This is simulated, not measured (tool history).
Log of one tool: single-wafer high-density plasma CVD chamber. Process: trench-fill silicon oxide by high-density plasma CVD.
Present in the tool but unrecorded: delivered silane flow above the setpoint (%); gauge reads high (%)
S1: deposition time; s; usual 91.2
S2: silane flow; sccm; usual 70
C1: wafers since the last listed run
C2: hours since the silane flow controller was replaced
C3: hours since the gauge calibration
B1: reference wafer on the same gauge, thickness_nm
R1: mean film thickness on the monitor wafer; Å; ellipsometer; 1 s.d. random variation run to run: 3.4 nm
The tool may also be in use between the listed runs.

{"run": 1, "day": 0.0, "S1": 91.2, "S2": 70, "C1": 0, "C2": 3012.6, "C3": 249.0, "B1": 739.029, "R1": 6250.98}
{"run": 2, "day": 1.833, "S1": 91.2, "S2": 70, "C1": 586, "C2": 3056.6, "C3": 293.0, "B1": 739.174, "R1": 6223.07}
{"run": 3, "day": 4.317, "S1": 91.2, "S2": 70, "C1": 795, "C2": 3116.2, "C3": 352.6, "B1": 739.431, "R1": 6218.26}
{"run": 4, "day": 5.917, "S1": 91.2, "S2": 70, "C1": 512, "C2": 3154.6, "C3": 391.0, "B1": 740.186, "R1": 6225.58}
{"run": 5, "day": 10.004, "S1": 91.2, "S2": 70, "C1": 1308, "C2": 3252.7, "C3": 489.1, "B1": 739.103, "R1": 6154.67}
{"run": 6, "day": 12.933, "S1": 81.5, "S2": 70, "C1": 937, "C2": 3323.0, "C3": 559.4, "B1": 739.336, "R1": 5537.88}
{"run": 7, "day": 15.512, "S1": 81.5, "S2": 70, "C1": 825, "C2": 3384.9, "C3": 621.3, "B1": 739.1, "R1": 5498.9}
{"run": 8, "day": 18.304, "S1": 91.2, "S2": 63, "C1": 893, "C2": 3451.9, "C3": 688.3, "B1": 739.234, "R1": 5595.0}
{"run": 9, "day": 20.983, "S1": 91.2, "S2": 64, "C1": 857, "C2": 3516.2, "C3": 752.6, "B1": 739.047, "R1": 5746.26}
{"run": 10, "day": 23.975, "S1": 91.2, "S2": 64, "C1": 957, "C2": 3588.0, "C3": 824.4, "B1": 739.318, "R1": 5662.2}
{"run": 11, "day": 25.771, "S1": 96.8, "S2": 65, "C1": 574, "C2": 3631.1, "C3": 867.5, "B1": 739.159, "R1": 6109.86}
{"day": 28.012, "done": "silane flow controller replaced"}
{"run": 12, "day": 29.288, "S1": 108.0, "S2": 61, "C1": 1019, "C2": 30.6, "C3": 951.9, "B1": 738.959, "R1": 6345.68}
{"run": 13, "day": 32.267, "S1": 75.5, "S2": 81, "C1": 953, "C2": 102.1, "C3": 1023.4, "B1": 739.235, "R1": 5977.43}
{"run": 14, "day": 33.933, "S1": 73.8, "S2": 58, "C1": 533, "C2": 142.1, "C3": 1063.4, "B1": 738.966, "R1": 4182.31}
{"day": 36.992, "done": "gauge calibrated"}
{"run": 15, "day": 44.104, "S1": 81.5, "S2": 70, "C1": 3256, "C2": 386.2, "C3": 170.7, "B1": 738.577, "R1": 5537.15}
{"run": 16, "day": 46.95, "S1": 91.2, "S2": 81, "C1": 911, "C2": 454.5, "C3": 239.0, "B1": 739.645, "R1": 7164.85}
{"run": 17, "day": 48.621, "S1": 91.2, "S2": 70, "C1": 534, "C2": 494.6, "C3": 279.1, "B1": 739.121, "R1": 6153.69}
{"run": 18, "day": 50.192, "S1": 106.0, "S2": 62, "C1": 502, "C2": 532.3, "C3": 316.8, "B1": 737.806, "R1": 6350.65}
{"run": 19, "day": 53.875, "S1": 102.9, "S2": 79, "C1": 1179, "C2": 620.7, "C3": 405.2, "B1": 738.64, "R1": 7898.99}
{"run": 20, "day": 55.388, "S1": 80.3, "S2": 61, "C1": 484, "C2": 657.0, "C3": 441.5, "B1": 738.808, "R1": 4758.98}

How the hidden state differs across the entries between the runs, from the last listed run before each to the first after it:
Runs 11 to 12: silane flow controller replaced (day 28.012)
  no hidden state differs between the two runs
Runs 14 to 15: gauge calibrated (day 36.992)
  no hidden state differs between the two runs

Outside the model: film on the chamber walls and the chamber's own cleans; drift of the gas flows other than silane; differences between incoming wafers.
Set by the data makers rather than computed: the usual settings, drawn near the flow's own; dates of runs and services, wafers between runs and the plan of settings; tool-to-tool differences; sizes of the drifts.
